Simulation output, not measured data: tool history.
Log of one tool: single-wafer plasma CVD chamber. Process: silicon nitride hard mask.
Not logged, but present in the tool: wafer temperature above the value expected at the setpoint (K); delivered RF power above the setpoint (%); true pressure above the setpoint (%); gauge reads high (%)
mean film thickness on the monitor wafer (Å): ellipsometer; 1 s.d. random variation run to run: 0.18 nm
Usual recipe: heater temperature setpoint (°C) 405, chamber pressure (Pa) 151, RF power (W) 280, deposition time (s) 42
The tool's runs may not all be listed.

run     day  heater temperature setpoint (°C)  chamber pressure (Pa)  RF power (W)  deposition time (s)  wafers since the last listed run  hours since the last thermocouple change  hours since the last RF generator calibration  hours since the last manometer calibration  hours since the showerhead was replaced  hours since the gauge calibration  read-back reference wafer on the same gauge, thickness_nm  mean film thickness on the monitor wafer (Å)
  1       0                               405                    151           280                   42                                 0                                    2806.5                                         1362.9                                      1950.2                                   3552.2                              548.6                                                     36.199                                        450.81
      0.196  -- gauge calibrated
      0.571  -- thermocouple changed; heater temperature recalibrated
  2   0.592                               405                    151           280                   42                                84                                       0.5                                         1377.1                                      1964.4                                   3566.4                                9.5                                                     36.254                                        451.43
       0.95  -- capacitance manometer re-zeroed and calibrated
        1.2  -- RF generator calibrated
  3   1.221                               405                    151           280                   42                                15                                      15.6                                            0.5                                         6.5                                   3581.5                               24.6                                                      36.26                                        456.04
  4   2.996                               395                    151           280                   42                               580                                      58.2                                           43.1                                        49.1                                   3624.1                               67.2                                                     36.255                                        454.14
  5   3.367                               395                    151           280                   42                               121                                      67.1                                             52                                          58                                     3633                               76.1                                                       36.2                                        456.12
  6   3.875                               395                    151           280                   42                               166                                      79.3                                           64.2                                        70.2                                   3645.2                               88.3                                                     36.167                                         452.8
  7   4.179                               405                    151           280                   42                                99                                      86.6                                           71.5                                        77.5                                   3652.5                               95.6                                                     36.208                                        452.14
  8   4.596                               405                    151           280                   42                               136                                      96.6                                           81.5                                        87.5                                   3662.5                              105.6                                                     36.206                                        450.44
  9   5.788                               413                    187           315                 36.7                               389                                     125.2                                          110.1                                       116.1                                   3691.1                              134.2                                                     36.199                                        464.01
 10   6.367                               405                    151           280                   42                               189                                     139.1                                            124                                         130                                     3705                              148.1                                                     36.195                                        449.14
      6.812  -- showerhead replaced
 11   6.967                               405                    175           280                 34.1                                87                                     153.5                                          138.4                                       144.4                                      3.7                              162.5                                                     36.207                                         387.3
 12   7.646                               413                    131           305                 48.3                               222                                     169.8                                          154.7                                       160.7                                       20                              178.8                                                     36.175                                        520.17
 13     9.5                               395                    151           280                   42                               606                                     214.3                                          199.2                                       205.2                                     64.5                              223.3                                                     36.233                                        454.14
 14  10.121                               405                    151           280                   42                               202                                     229.2                                          214.1                                       220.1                                     79.4                              238.2                                                     36.211                                        448.41
 15  10.504                               405                    151           280                 44.7                               125                                     238.4                                          223.3                                       229.3                                     88.6                              247.4                                                     36.203                                         481.1
 16  10.854                               398                    151           280                   42                               114                                     246.8                                          231.7                                       237.7                                       97                              255.8                                                     36.147                                        457.13
 17  11.542                               405                    173           280                   42                               224                                     263.3                                          248.2                                       254.2                                    113.5                              272.3                                                     36.209                                        473.81
 18  12.758                               405                    167           330                 48.7                               397                                     292.5                                          277.4                                       283.4                                    142.7                              301.5                                                      36.14                                        612.76
 19  13.417                               416                    135           325                   42                               215                                     308.3                                          293.2                                       299.2                                    158.5                              317.3                                                     36.168                                        476.96

The next listed run, before its measurement:
 20  14.088                               396                    124           280                 45.9                               219                                     324.4                                          309.3                                       315.3                                    174.6                              333.4                                                          ?                                             ?

read-back reference wafer on the same gauge, thickness_nm: 36.208
mean film thickness on the monitor wafer (Å): 453.47
With the hidden condition absent and the run-to-run variation left alone, this run would have shown mean film thickness on the monitor wafer (Å) 453.47.
